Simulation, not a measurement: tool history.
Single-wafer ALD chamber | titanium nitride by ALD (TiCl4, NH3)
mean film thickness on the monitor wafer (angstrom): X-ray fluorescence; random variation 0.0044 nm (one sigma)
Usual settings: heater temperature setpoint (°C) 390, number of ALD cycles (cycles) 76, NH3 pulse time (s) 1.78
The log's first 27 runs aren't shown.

run    hour  heater temperature setpoint (°C)  number of ALD cycles (cycles)  NH3 pulse time (s)  read-back reference wafer on the same gauge, thickness_nm  mean film thickness on the monitor wafer (angstrom)
 28  1330.3                               399                             76                1.78                                                      1.760                                                17.77
 29  1371.6                               390                             66                1.40                                                      1.760                                                15.12
 30  1408.6                               396                             70                1.57                                                      1.761                                                16.25
 31  1460.0                               395                             82                2.42                                                      1.760                                                19.24
 32  1489.1                               390                             76                1.78                                                      1.759                                                17.60
 33  1535.9                               401                             76                2.02                                                      1.759                                                17.86
 34  1595.9                               390                             61                1.78                                                      1.761                                                14.11
 35  1635.2                               390                             76                2.11                                                      1.760                                                17.67
 36  1674.4                               390                             76                1.78                                                      1.760                                                17.51

3 ways to go on from here, each from the tool as it stands after run 36. What would each give?
  A  1675.0                               390                             76                1.78                                                          ?                                                    ?
  B  1675.0                               390                             85                1.38                                                          ?                                                    ?
  C  1675.0                               390                             84                2.39                                                          ?                                                    ?

run  read-back reference wafer on the same gauge, thickness_nm  mean film thickness on the monitor wafer (angstrom)
  A                                                      1.760                                                17.50
  B                                                      1.760                                                19.28
  C                                                      1.760                                                19.62
Without the tool's hidden state the same runs would have given:
run  mean film thickness on the monitor wafer (angstrom)
  A                                                17.50
  B                                                19.28
  C                                                19.62

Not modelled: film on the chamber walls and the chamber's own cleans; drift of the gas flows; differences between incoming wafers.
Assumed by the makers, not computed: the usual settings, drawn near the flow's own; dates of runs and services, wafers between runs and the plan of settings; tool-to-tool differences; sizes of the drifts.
